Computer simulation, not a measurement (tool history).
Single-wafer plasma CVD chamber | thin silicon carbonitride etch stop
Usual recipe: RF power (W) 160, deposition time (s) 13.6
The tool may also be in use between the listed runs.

run	hour	RF power (W)	deposition time (s)	wafers since the last listed run	hours since the last thermocouple change	hours since the last RF generator calibration	hours since the showerhead was replaced	hours since the gauge calibration	read-back reference wafer on the same gauge, thickness_nm	mean film thickness on the monitor wafer (nm)
1	0.0	175	13.6	0	829.2	435.4	6572.5	1224.5	8.849	7.635
2	95.3	150	14.7	3092	924.5	530.7	6667.8	1319.8	8.844	7.919
3	169.4	150	14.7	2404	998.6	604.8	6741.9	1393.9	8.851	7.879
4	221.1	160	14.2	1677	1050.3	656.5	6793.6	1445.6	8.848	7.733
5	308.2	140	13.6	2826	1137.4	743.6	6880.7	1532.7	8.850	7.142
# hour 317.3: thermocouple changed; heater temperature recalibrated
6	350.4	140	13.6	1109	33.1	785.8	6922.9	1574.9	8.850	7.160
7	411.4	160	13.6	1979	94.1	846.8	6983.9	1635.9	8.849	7.439
8	461.7	160	13.6	1632	144.4	897.1	7034.2	1686.2	8.851	7.388
9	526.9	160	13.6	2115	209.6	962.3	7099.4	1751.4	8.853	7.393
10	574.3	165	12.5	1538	257.0	1009.7	7146.8	1798.8	8.852	6.870
# hour 587.3: showerhead replaced
11	619.9	165	12.5	1220	302.6	1055.3	32.6	1844.4	8.847	6.864
12	698.2	165	12.5	2541	380.9	1133.6	110.9	1922.7	8.844	6.829
13	794.6	135	13.6	3128	477.3	1230.0	207.3	2019.1	8.849	7.040
14	881.5	160	13.6	2820	564.2	1316.9	294.2	2106.0	8.848	7.376
15	968.1	160	13.6	2810	650.8	1403.5	380.8	2192.6	8.850	7.366
16	1037.6	160	13.6	2255	720.3	1473.0	450.3	2262.1	8.848	7.332
17	1127.9	175	14.8	2930	810.6	1563.3	540.6	2352.4	8.851	8.158
18	1231.1	170	15.7	3349	913.8	1666.5	643.8	2455.6	8.851	8.621
19	1267.5	150	10.9	1181	950.2	1702.9	680.2	2492.0	8.850	5.770
20	1348.8	160	13.6	2638	1031.5	1784.2	761.5	2573.3	8.852	7.318
21	1533.1	145	11.9	5980	1215.8	1968.5	945.8	2757.6	8.856	6.195
22	1572.4	150	16.1	1275	1255.1	2007.8	985.1	2796.9	8.850	8.472
# hour 1614.2: thermocouple changed; heater temperature recalibrated
23	1649.5	135	11.5	2242	35.3	2084.9	1062.2	2874.0	8.844	5.874
# hour 1690.6: gauge calibrated
# hour 1724.6: RF generator calibrated
24	1725.1	145	12.1	2193	110.9	0.5	1137.8	34.5	8.848	6.447
25	1813.9	145	13.6	2881	199.7	89.3	1226.6	123.3	8.842	7.278
26	1859.4	185	12.3	1476	245.2	134.8	1272.1	168.8	8.851	6.956
27	1941.9	145	16.1	2677	327.7	217.3	1354.6	251.3	8.855	8.609
28	2016.6	190	16.2	2424	402.4	292.0	1429.3	326.0	8.855	9.290
29	2057.6	185	13.6	1330	443.4	333.0	1470.3	367.0	8.849	7.754
30	2119.1	160	13.6	1995	504.9	394.5	1531.8	428.5	8.849	7.414
31	2160.1	165	12.5	1330	545.9	435.5	1572.8	469.5	8.851	6.885
32	2235.0	140	10.9	2430	620.8	510.4	1647.7	544.4	8.851	5.727
33	2324.1	170	13.6	2891	709.9	599.5	1736.8	633.5	8.841	7.522
34	2397.9	190	15.3	2394	783.7	673.3	1810.6	707.3	8.855	8.750
35	2480.5	160	14.8	2680	866.3	755.9	1893.2	789.9	8.857	8.065

A few steps of mean film thickness on the monitor wafer (nm) between consecutive runs. Split each: what settings, incoming material and random variation would produce without the hidden state, and what is left over for the hidden state, along with gauge scatter present in only one of the two compared results (measured, and without hidden state):
Hidden state at play: wafer temperature above the value expected at the setpoint (K); delivered RF power above the setpoint (%); gauge reads high (%).
Run 18 -> 19: RF power (W) 170 -> 150, deposition time (s) 15.7 -> 10.9. mean film thickness on the monitor wafer (nm) -2.851: hidden state +0.045, all else -2.896.
Run 21 -> 22: RF power (W) 145 -> 150, deposition time (s) 11.9 -> 16.1. mean film thickness on the monitor wafer (nm) +2.277: hidden state -0.064, all else +2.341.
Run 22 -> 23: RF power (W) 150 -> 135, deposition time (s) 16.1 -> 11.5, thermocouple changed; heater temperature recalibrated. mean film thickness on the monitor wafer (nm) -2.598: hidden state +0.053, all else -2.651.
Run 23 -> 24: RF power (W) 135 -> 145, deposition time (s) 11.5 -> 12.1, gauge calibrated, RF generator calibrated. mean film thickness on the monitor wafer (nm) +0.573: hidden state +0.149, all else +0.424.
